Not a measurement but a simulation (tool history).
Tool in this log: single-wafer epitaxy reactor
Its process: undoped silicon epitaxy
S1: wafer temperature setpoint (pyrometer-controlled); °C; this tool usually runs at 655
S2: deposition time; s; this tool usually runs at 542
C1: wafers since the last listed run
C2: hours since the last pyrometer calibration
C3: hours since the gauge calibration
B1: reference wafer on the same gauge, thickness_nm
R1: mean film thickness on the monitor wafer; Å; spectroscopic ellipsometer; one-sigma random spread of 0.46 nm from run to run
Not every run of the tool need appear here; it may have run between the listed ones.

run    hour   S1   S2   C1      C2     C3       B1       R1
  1     0.0  655  542    0  1747.7   60.4  107.974  1012.33
  2    19.3  655  542   75  1767.0   79.7  107.930  1013.47
  3    46.1  651  542  104  1793.8  106.5  107.884   935.21
  4    69.5  651  542   91  1817.2  129.9  107.967   937.59
  5    83.6  655  542   55  1831.3  144.0  108.104   998.40
  6   115.1  655  542  122  1862.8  175.5  107.889  1012.13
  7   145.5  655  542  118  1893.2  205.9  107.781  1008.91
  8   178.4  655  542  128  1926.1  238.8  108.047  1008.85
  9   198.0  655  478   76  1945.7  258.4  108.077   886.48
 10   223.6  650  501   99  1971.3  284.0  108.149   838.46
 11   240.4  650  501   65  1988.1  300.8  108.052   842.69
 12   256.0  650  501   60  2003.7  316.4  107.853   836.60
 13   274.8  655  542   73  2022.5  335.2  108.138   990.89
 14   298.6  655  542   92  2046.3  359.0  108.196   995.53
 15   316.2  655  542   68  2063.9  376.6  107.765   990.24
 16   336.9  655  542   80  2084.6  397.3  108.156   990.91
 17   365.1  645  542  110  2112.8  425.5  108.050   816.48
 18   390.0  661  542   97  2137.7  450.4  107.981  1115.75
 19   425.5  661  542  138  2173.2  485.9  108.160  1107.87
 20   455.1  660  617  115  2202.8  515.5  107.919  1237.30
 21   475.7  660  617   80  2223.4  536.1  107.910  1226.03
 22   508.8  660  617  129  2256.5  569.2  107.928  1225.12
 23   536.1  655  625  106  2283.8  596.5  108.111  1124.16
 24   561.7  655  542   99  2309.4  622.1  108.308   979.07
 25   583.5  655  478   85  2331.2  643.9  107.961   861.44
      604.6  -- pyrometer calibrated
 26   609.0  655  463   68     4.4  669.4  107.956   895.52
 27   635.6  666  449  103    31.0  696.0  107.963  1076.60
 28   668.0  655  542  126    63.4  728.4  108.088  1049.94
 29   696.9  642  576  112    92.3  757.3  108.223   867.31
 30   721.4  655  542   95   116.8  781.8  107.898  1056.56
 31   738.8  649  441   67   134.2  799.2  108.003   759.03
 32   754.6  655  593   61   150.0  815.0  107.932  1162.95
 33   782.2  649  575  107   177.6  842.6  108.035   998.09
 34   817.3  655  542  136   212.7  877.7  108.070  1042.44
 35   836.2  664  625   73   231.6  896.6  107.935  1430.48
      849.8  -- gauge calibrated
 36   852.5  659  605   63   247.9    2.7  108.002  1267.43
 37   868.7  641  542   63   264.1   18.9  107.833   803.04
 38   883.4  669  501   57   278.8   33.6  107.960  1256.93
 39   919.1  644  445  139   314.5   69.3  107.822   697.43
 40   935.6  646  604   64   331.0   85.8  108.197   988.13
 41   951.0  668  542   60   346.4  101.2  107.986  1337.50
 42  1054.7  644  459  404   450.1  204.9  108.185   716.81
 43  1087.0  648  542  126   482.4  237.2  107.910   921.46
 44  1110.0  664  542   89   505.4  260.2  107.720  1249.63
 45  1123.7  655  542   53   519.1  273.9  107.809  1048.78
 46  1137.4  647  479   53   532.8  287.6  108.027   795.53
 47  1153.6  645  643   63   549.0  303.8  107.979  1018.82

Had the tool no unlogged condition, and each run kept its random variation, what would the results have been?
Hidden state at play: wafer temperature above the value expected at the setpoint (K); gauge reads high (%).
run       R1
  1  1050.30
  2  1052.53
  3   972.90
  4   976.60
  5  1040.40
  6  1056.51
  7  1054.91
  8  1056.80
  9   929.65
 10   880.99
 11   886.31
 12   880.72
 13  1043.79
 14  1050.17
 15  1045.70
 16  1047.73
 17   865.76
 18  1182.83
 19  1177.09
 20  1317.23
 21  1306.97
 22  1308.82
 23  1203.92
 24  1050.35
 25   925.53
 26   894.43
 27  1075.34
 28  1048.73
 29   866.34
 30  1055.48
 31   758.30
 32  1161.92
 33   997.33
 34  1041.86
 35  1429.87
 36  1267.03
 37   802.88
 38  1256.83
 39   697.60
 40   988.51
 41  1338.20
 42   718.09
 43   923.50
 44  1252.72
 45  1051.63
 46   797.90
 47  1022.14

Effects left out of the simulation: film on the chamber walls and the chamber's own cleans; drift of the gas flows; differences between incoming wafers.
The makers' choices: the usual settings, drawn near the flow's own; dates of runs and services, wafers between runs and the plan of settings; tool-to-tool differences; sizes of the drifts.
